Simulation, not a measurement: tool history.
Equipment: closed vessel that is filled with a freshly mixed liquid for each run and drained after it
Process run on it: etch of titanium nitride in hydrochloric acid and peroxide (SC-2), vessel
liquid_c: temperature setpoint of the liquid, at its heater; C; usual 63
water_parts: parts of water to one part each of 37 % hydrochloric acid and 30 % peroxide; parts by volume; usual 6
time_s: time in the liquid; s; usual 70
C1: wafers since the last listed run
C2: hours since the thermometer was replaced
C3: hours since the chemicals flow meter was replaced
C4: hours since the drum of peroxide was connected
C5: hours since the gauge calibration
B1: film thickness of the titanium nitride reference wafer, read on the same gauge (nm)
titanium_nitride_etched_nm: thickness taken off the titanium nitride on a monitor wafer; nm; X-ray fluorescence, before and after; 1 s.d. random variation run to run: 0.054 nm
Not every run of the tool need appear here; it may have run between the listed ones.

Run 1, hour 0: usual settings; C1 0; C2 1949.4; C3 821.2; C4 428.1; C5 1802.3; B1 40. Result: titanium_nitride_etched_nm 5.27 nm.
Run 2, hour 39.1: usual settings; C1 3245; C2 1988.5; C3 860.3; C4 467.2; C5 1841.4; B1 40.02. Result: titanium_nitride_etched_nm 5.23 nm.
Run 3, hour 106.6: usual settings; C1 5602; C2 2056; C3 927.8; C4 534.7; C5 1908.9; B1 40. Result: titanium_nitride_etched_nm 5.26 nm.
Run 4, hour 144.1: usual settings; C1 3112; C2 2093.5; C3 965.3; C4 572.2; C5 1946.4; B1 40. Result: titanium_nitride_etched_nm 5.21 nm.
Run 5, hour 214.8: usual settings but water_parts 7.5 parts by volume; C1 5868; C2 2164.2; C3 1036; C4 642.9; C5 2017.1; B1 39.99. Result: titanium_nitride_etched_nm 4.48 nm.
Run 6, hour 261.6: usual settings but liquid_c 68.5 C; C1 3884; C2 2211; C3 1082.8; C4 689.7; C5 2063.9; B1 40.01. Result: titanium_nitride_etched_nm 7.27 nm.
Run 7, hour 318.9: usual settings but liquid_c 68.5 C; C1 4755; C2 2268.3; C3 1140.1; C4 747; C5 2121.2; B1 40. Result: titanium_nitride_etched_nm 7.22 nm.
At hour 387.3: thermometer replaced.
Run 8, hour 389: usual settings but liquid_c 68.5 C; C1 5735; C2 1.7; C3 1210.2; C4 817.1; C5 2191.3; B1 40.01. Result: titanium_nitride_etched_nm 7.29 nm.
Run 9, hour 422.7: usual settings but water_parts 8 parts by volume; C1 2797; C2 35.4; C3 1243.9; C4 850.8; C5 2225; B1 39.99. Result: titanium_nitride_etched_nm 4.16 nm.
Run 10, hour 458.8: usual settings but water_parts 8 parts by volume; C1 2996; C2 71.5; C3 1280; C4 886.9; C5 2261.1; B1 40.01. Result: titanium_nitride_etched_nm 4.1 nm.
Run 11, hour 482.9: usual settings; C1 2000; C2 95.6; C3 1304.1; C4 911; C5 2285.2; B1 39.98. Result: titanium_nitride_etched_nm 5.2 nm.
At hour 498.6: gauge calibrated.
Run 12, hour 528.9: usual settings but liquid_c 60 C, water_parts 7 parts by volume; C1 3817; C2 141.6; C3 1350.1; C4 957; C5 30.3; B1 40.01. Result: titanium_nitride_etched_nm 3.75 nm.
Run 13, hour 579.6: usual settings but water_parts 4 parts by volume; C1 4208; C2 192.3; C3 1400.8; C4 1007.7; C5 81; B1 39.99. Result: titanium_nitride_etched_nm 6.8 nm.
Run 14, hour 646.2: usual settings; C1 5527; C2 258.9; C3 1467.4; C4 1074.3; C5 147.6; B1 40.01. Result: titanium_nitride_etched_nm 5.03 nm.
Run 15, hour 686.1: usual settings; C1 3311; C2 298.8; C3 1507.3; C4 1114.2; C5 187.5; B1 39.98. Result: titanium_nitride_etched_nm 5.16 nm.

Run 16 has not been measured yet. What should we expect?
Run 16, hour 726.7: usual settings; C1 3369; C2 339.4; C3 1547.9; C4 1154.8; C5 228.1; B1 ?. Result: titanium_nitride_etched_nm ?.

B1: 39.99
titanium_nitride_etched_nm: 5.05 nm
Without the tool's hidden state the same run would have given titanium_nitride_etched_nm 5.45 nm.
